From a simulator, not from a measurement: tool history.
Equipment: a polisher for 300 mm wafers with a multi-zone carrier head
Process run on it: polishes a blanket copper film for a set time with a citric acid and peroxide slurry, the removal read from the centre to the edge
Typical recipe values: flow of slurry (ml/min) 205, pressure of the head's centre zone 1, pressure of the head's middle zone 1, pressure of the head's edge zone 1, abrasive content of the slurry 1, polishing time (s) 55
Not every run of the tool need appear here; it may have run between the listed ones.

| run | hour | flow of slurry (ml/min) | pressure of the head's centre zone | pressure of the head's middle zone | pressure of the head's edge zone | abrasive content of the slurry | polishing time (s) | wafers since the last listed run | wafers polished on this pad | hours since the slurry nozzle was cleaned | hours since the centre zone pressure was calibrated | hours since the edge zone pressure was calibrated | hours since the carrier head's membrane was replaced | incoming thickness of the incoming film, nm | film removed at the wafer's centre (nm) | film removed at mid-radius (nm) | film removed at the wafer's edge (nm) |
|---|---|---|---|---|---|---|---|---|---|---|---|---|---|---|---|---|---|
| 1 | 0 | 205 | 1 | 1 | 1 | 1 | 55 | 0 | 1092 | 2.6 | 843.4 | 3.2 | 498.4 | 911.5 | 200.2 | 197 | 189.6 |
|  | 5.4 | worn pad replaced by a new one |
| 2 | 9.7 | 205 | 1 | 1 | 1 | 1 | 55 | 79 | 60 | 12.3 | 853.1 | 12.9 | 508.1 | 906.7 | 215.1 | 217 | 212.2 |
|  | 45.2 | carrier head's membrane replaced by a new one |
| 3 | 57.3 | 205 | 1.04 | 1 | 1 | 1 | 55 | 596 | 656 | 59.9 | 900.7 | 60.5 | 12.1 | 919.7 | 212.1 | 207.9 | 198.8 |
| 4 | 67.6 | 205 | 1 | 1 | 1 | 1.15 | 55 | 144 | 800 | 70.2 | 911 | 70.8 | 22.4 | 904.6 | 205.6 | 207.5 | 201.7 |
| 5 | 75.3 | 205 | 1.06 | 1 | 1 | 1.25 | 40 | 107 | 908 | 77.9 | 918.7 | 78.5 | 30.1 | 915.6 | 162 | 151.9 | 147.7 |
| 6 | 82.4 | 135 | 1 | 1 | 1 | 1 | 55 | 99 | 1008 | 85 | 925.8 | 85.6 | 37.2 | 932.3 | 181.2 | 185 | 176.8 |
|  | 90.3 | centre zone pressure recalibrated |
|  | 92.3 | worn pad replaced by a new one |
| 7 | 97.8 | 205 | 1.12 | 1 | 1 | 0.9 | 55 | 159 | 76 | 100.4 | 7.5 | 101 | 52.6 | 912.6 | 235.2 | 212.8 | 204.9 |
| 8 | 108.1 | 205 | 1 | 1 | 1.05 | 1 | 69 | 144 | 220 | 110.7 | 17.8 | 111.3 | 62.9 | 938.4 | 270.7 | 267.4 | 265.7 |
| 9 | 123.3 | 205 | 1 | 1 | 1 | 0.8 | 55 | 212 | 433 | 125.9 | 33 | 126.5 | 78.1 | 920.3 | 203.9 | 202.6 | 191 |
| 10 | 138.1 | 205 | 1 | 1 | 1.06 | 1 | 55 | 207 | 640 | 140.7 | 47.8 | 141.3 | 92.9 | 920.4 | 205 | 207.5 | 205.9 |
| 11 | 148.9 | 235 | 1 | 1 | 1.05 | 1.2 | 66 | 151 | 791 | 151.5 | 58.6 | 152.1 | 103.7 | 916.8 | 256.8 | 258.1 | 254.1 |
| 12 | 164.5 | 205 | 1 | 1 | 1.11 | 1 | 55 | 218 | 1010 | 167.1 | 74.2 | 167.7 | 119.3 | 914.7 | 202.8 | 201.7 | 204.8 |
|  | 180.9 | worn pad replaced by a new one |
| 13 | 181.4 | 175 | 0.93 | 1.11 | 1 | 0.9 | 55 | 180 | 7 | 184 | 91.1 | 184.6 | 136.2 | 928.2 | 192.5 | 230 | 204.5 |
| 14 | 190.3 | 205 | 1 | 1 | 1 | 1 | 55 | 124 | 131 | 192.9 | 100 | 193.5 | 145.1 | 918.5 | 217.3 | 216.4 | 209.8 |
| 15 | 202.4 | 205 | 1 | 1 | 1 | 1 | 55 | 169 | 301 | 205 | 112.1 | 205.6 | 157.2 | 934.1 | 214.5 | 211.4 | 208.9 |
| 16 | 217.8 | 255 | 1 | 0.97 | 1 | 1 | 48 | 215 | 516 | 220.4 | 127.5 | 221 | 172.6 | 909.9 | 186.5 | 184.5 | 182.2 |
| 17 | 233.9 | 250 | 1 | 1 | 1 | 0.85 | 55 | 225 | 742 | 236.5 | 143.6 | 237.1 | 188.7 | 918.5 | 205.3 | 206.9 | 198.6 |
| 18 | 242.5 | 160 | 0.93 | 1 | 0.96 | 1 | 74 | 120 | 862 | 245.1 | 152.2 | 245.7 | 197.3 | 926.7 | 242.5 | 264.9 | 256.2 |
| 19 | 252.2 | 205 | 1 | 1 | 1 | 1 | 55 | 135 | 998 | 254.8 | 161.9 | 255.4 | 207 | 923.4 | 202.2 | 199.7 | 195 |
| 20 | 259.1 | 150 | 1 | 0.91 | 1 | 1 | 55 | 96 | 1094 | 261.7 | 168.8 | 262.3 | 213.9 | 924.1 | 188.5 | 174.4 | 184.9 |
| 21 | 272.8 | 205 | 1 | 1 | 1 | 1 | 55 | 191 | 1286 | 275.4 | 182.5 | 276 | 227.6 | 916.9 | 195.8 | 200.7 | 190.8 |
|  | 292.3 | worn pad replaced by a new one |
| 22 | 292.8 | 205 | 1 | 1 | 1 | 1 | 55 | 223 | 6 | 295.4 | 202.5 | 296 | 247.6 | 906.8 | 217.6 | 220.9 | 213.2 |

3 options for the next run, each taken on its own from the tool as it stands now. Forecast them:
| A | 293.2 | 205 | 1 | 0.89 | 1 | 1 | 55 | 5 | 12 | 295.8 | 202.9 | 296.4 | 248 | 925.6 | ? | ? | ? |
| B | 293.2 | 135 | 1 | 0.95 | 1 | 1 | 55 | 5 | 12 | 295.8 | 202.9 | 296.4 | 248 | 925.6 | ? | ? | ? |
| C | 293.2 | 205 | 1.1 | 1 | 1.1 | 1 | 55 | 5 | 12 | 295.8 | 202.9 | 296.4 | 248 | 925.6 | ? | ? | ? |

| run | film removed at the wafer's centre (nm) | film removed at mid-radius (nm) | film removed at the wafer's edge (nm) |
|---|---|---|---|
| A | 216.1 | 198.3 | 214.2 |
| B | 196.7 | 192.6 | 201.5 |
| C | 238 | 218.4 | 224.2 |
What these runs would have given with no unlogged condition in the tool:
| run | film removed at the wafer's centre (nm) | film removed at mid-radius (nm) | film removed at the wafer's edge (nm) |
|---|---|---|---|
| A | 216.5 | 198.7 | 214.6 |
| B | 197.1 | 193 | 201.9 |
| C | 238.5 | 218.9 | 224.7 |

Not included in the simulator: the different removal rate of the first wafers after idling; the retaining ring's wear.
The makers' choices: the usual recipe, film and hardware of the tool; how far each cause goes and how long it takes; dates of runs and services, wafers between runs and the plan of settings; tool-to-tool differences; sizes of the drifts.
